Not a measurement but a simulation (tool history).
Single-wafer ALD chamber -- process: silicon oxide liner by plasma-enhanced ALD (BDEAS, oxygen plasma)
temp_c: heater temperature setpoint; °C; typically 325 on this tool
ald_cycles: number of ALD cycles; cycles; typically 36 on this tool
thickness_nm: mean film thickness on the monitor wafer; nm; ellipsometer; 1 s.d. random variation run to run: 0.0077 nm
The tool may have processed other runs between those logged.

| run | hour | temp_c | ald_cycles | read-back reference wafer on the same gauge, thickness_nm | thickness_nm |
|---|---|---|---|---|---|
| 1 | 0 | 333 | 36 | 2.466 | 3 |
| 2 | 35.2 | 325 | 36 | 2.465 | 3.034 |
| 3 | 57.5 | 325 | 36 | 2.465 | 3.04 |
| 4 | 83.3 | 325 | 36 | 2.461 | 3.026 |
| 5 | 103.3 | 325 | 36 | 2.461 | 3.047 |
| 6 | 139.4 | 325 | 36 | 2.459 | 3.035 |
|  | 162.8 | gauge calibrated |
| 7 | 172 | 325 | 36 | 2.504 | 3.083 |
| 8 | 184.2 | 337 | 38 | 2.503 | 3.19 |
| 9 | 209.6 | 325 | 36 | 2.501 | 3.086 |
| 10 | 245.4 | 325 | 36 | 2.5 | 3.083 |
| 11 | 279.4 | 314 | 33 | 2.497 | 2.856 |
| 12 | 297.8 | 325 | 36 | 2.496 | 3.071 |
| 13 | 319.4 | 325 | 39 | 2.494 | 3.324 |
| 14 | 348.2 | 325 | 40 | 2.49 | 3.414 |
| 15 | 362.9 | 325 | 40 | 2.492 | 3.41 |
| 16 | 397.6 | 325 | 36 | 2.486 | 3.057 |
| 17 | 412.8 | 325 | 36 | 2.487 | 3.065 |
| 18 | 424.9 | 325 | 36 | 2.487 | 3.062 |
|  | 462.5 | thermocouple changed; heater temperature recalibrated |
| 19 | 463 | 325 | 36 | 2.483 | 3.059 |
| 20 | 484.1 | 325 | 36 | 2.482 | 3.052 |
| 21 | 511.1 | 325 | 36 | 2.48 | 3.062 |
| 22 | 544.2 | 312 | 42 | 2.478 | 3.625 |
| 23 | 565.5 | 325 | 36 | 2.476 | 3.055 |
| 24 | 601.2 | 315 | 41 | 2.473 | 3.522 |
| 25 | 618.1 | 330 | 36 | 2.474 | 3.019 |
| 26 | 649.4 | 325 | 36 | 2.471 | 3.05 |
| 27 | 668.8 | 325 | 36 | 2.468 | 3.043 |
| 28 | 698 | 312 | 42 | 2.468 | 3.611 |
| 29 | 731.6 | 340 | 39 | 2.464 | 3.217 |
| 30 | 750.4 | 325 | 36 | 2.464 | 3.04 |
|  | 765.6 | gauge calibrated |
| 31 | 775.4 | 320 | 42 | 2.499 | 3.602 |
| 32 | 808.3 | 334 | 29 | 2.496 | 2.447 |
| 33 | 837.3 | 312 | 31 | 2.493 | 2.705 |
| 34 | 870 | 336 | 34 | 2.492 | 2.854 |
| 35 | 896.3 | 334 | 29 | 2.49 | 2.448 |
| 36 | 989.9 | 315 | 40 | 2.484 | 3.448 |
| 37 | 1021.8 | 317 | 33 | 2.481 | 2.83 |
| 38 | 1036.7 | 325 | 36 | 2.479 | 3.066 |
| 39 | 1051.5 | 321 | 39 | 2.48 | 3.32 |
| 40 | 1080.2 | 325 | 36 | 2.476 | 3.051 |
| 41 | 1100.7 | 334 | 31 | 2.476 | 2.59 |
| 42 | 1128 | 331 | 33 | 2.473 | 2.77 |
| 43 | 1154.9 | 313 | 40 | 2.473 | 3.436 |

Each row is a separate what-if for the run after 43, all from the same tool condition, not one after another. Results?
| A | 1155.4 | 325 | 36 | ? | ? |
| B | 1155.4 | 316 | 33 | ? | ? |
| C | 1155.4 | 337 | 33 | ? | ? |
| D | 1155.4 | 339 | 39 | ? | ? |

| run | read-back reference wafer on the same gauge, thickness_nm | thickness_nm |
|---|---|---|
| A | 2.471 | 3.048 |
| B | 2.471 | 2.826 |
| C | 2.471 | 2.751 |
| D | 2.471 | 3.243 |
Had the tool no hidden state, the same runs would have come out as:
| run | thickness_nm |
|---|---|
| A | 3.083 |
| B | 2.858 |
| C | 2.783 |
| D | 3.28 |

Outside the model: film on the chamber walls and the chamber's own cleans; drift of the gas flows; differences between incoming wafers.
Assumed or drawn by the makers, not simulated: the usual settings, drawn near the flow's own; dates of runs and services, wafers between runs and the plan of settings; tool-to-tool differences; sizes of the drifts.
